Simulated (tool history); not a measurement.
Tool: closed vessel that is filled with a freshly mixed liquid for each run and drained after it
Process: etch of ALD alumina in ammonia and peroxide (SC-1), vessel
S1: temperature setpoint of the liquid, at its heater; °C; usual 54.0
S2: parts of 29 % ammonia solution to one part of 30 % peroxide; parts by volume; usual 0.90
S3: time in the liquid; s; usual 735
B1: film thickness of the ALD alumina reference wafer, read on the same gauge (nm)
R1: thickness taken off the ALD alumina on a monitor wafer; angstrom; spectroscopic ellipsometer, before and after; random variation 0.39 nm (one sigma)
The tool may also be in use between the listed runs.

run 1 hour=0.0 | S1=54.0 S2=0.90 S3=645 | B1=90.00 | R1=527.2
run 2 hour=91.1 | S1=54.0 S2=0.90 S3=645 | B1=89.99 | R1=529.1
run 3 hour=177.1 | S1=54.0 S2=0.90 S3=735 | B1=90.03 | R1=604.4
run 4 hour=267.2 | S1=54.0 S2=0.90 S3=735 | B1=89.99 | R1=606.8
run 5 hour=340.6 | S1=54.0 S2=0.90 S3=735 | B1=89.97 | R1=601.2
run 6 hour=416.6 | S1=54.0 S2=0.90 S3=735 | B1=89.98 | R1=615.9
-- hour=428.1 new drum of ammonia solution connected
run 7 hour=481.8 | S1=54.0 S2=0.90 S3=735 | B1=89.98 | R1=623.6
-- hour=513.6 gauge calibrated
run 8 hour=588.6 | S1=54.0 S2=0.90 S3=735 | B1=90.00 | R1=621.4
run 9 hour=626.4 | S1=54.0 S2=0.90 S3=735 | B1=89.98 | R1=618.6
run 10 hour=662.5 | S1=44.0 S2=0.75 S3=595 | B1=90.05 | R1=289.5
run 11 hour=730.7 | S1=54.0 S2=0.90 S3=735 | B1=89.99 | R1=623.5
-- hour=817.1 thermometer replaced
run 12 hour=827.7 | S1=54.0 S2=1.20 S3=735 | B1=90.05 | R1=572.3
run 13 hour=867.3 | S1=45.5 S2=1.15 S3=735 | B1=89.97 | R1=359.5
run 14 hour=967.1 | S1=57.5 S2=0.90 S3=735 | B1=90.02 | R1=682.4
run 15 hour=1040.6 | S1=50.0 S2=0.45 S3=735 | B1=90.00 | R1=419.4
-- hour=1053.7 ammonia flow meter replaced
run 16 hour=1106.9 | S1=54.0 S2=0.90 S3=735 | B1=89.98 | R1=572.6
run 17 hour=1161.0 | S1=48.0 S2=0.90 S3=735 | B1=89.96 | R1=415.5
run 18 hour=1279.0 | S1=60.5 S2=1.10 S3=895 | B1=90.00 | R1=987.7
run 19 hour=1352.2 | S1=62.0 S2=1.20 S3=735 | B1=90.01 | R1=894.2

5 ways to go on from here, each from the tool as it stands after run 19. What would each give?
run A hour=1353.1 | S1=54.0 S2=0.90 S3=735 | B1=? | R1=?
run B hour=1353.1 | S1=54.0 S2=0.90 S3=600 | B1=? | R1=?
run C hour=1353.1 | S1=63.0 S2=0.75 S3=735 | B1=? | R1=?
run D hour=1353.1 | S1=51.0 S2=1.10 S3=735 | B1=? | R1=?
run E hour=1353.1 | S1=54.0 S2=0.90 S3=900 | B1=? | R1=?

run=A B1=90.03 R1=577.0
run=B B1=90.03 R1=471.0
run=C B1=90.03 R1=902.4
run=D B1=90.03 R1=500.5
run=E B1=90.03 R1=706.5
Without the tool's hidden state the same runs would have given:
run=A R1=556.1
run=B R1=454.0
run=C R1=871.7
run=D R1=482.0
run=E R1=681.0
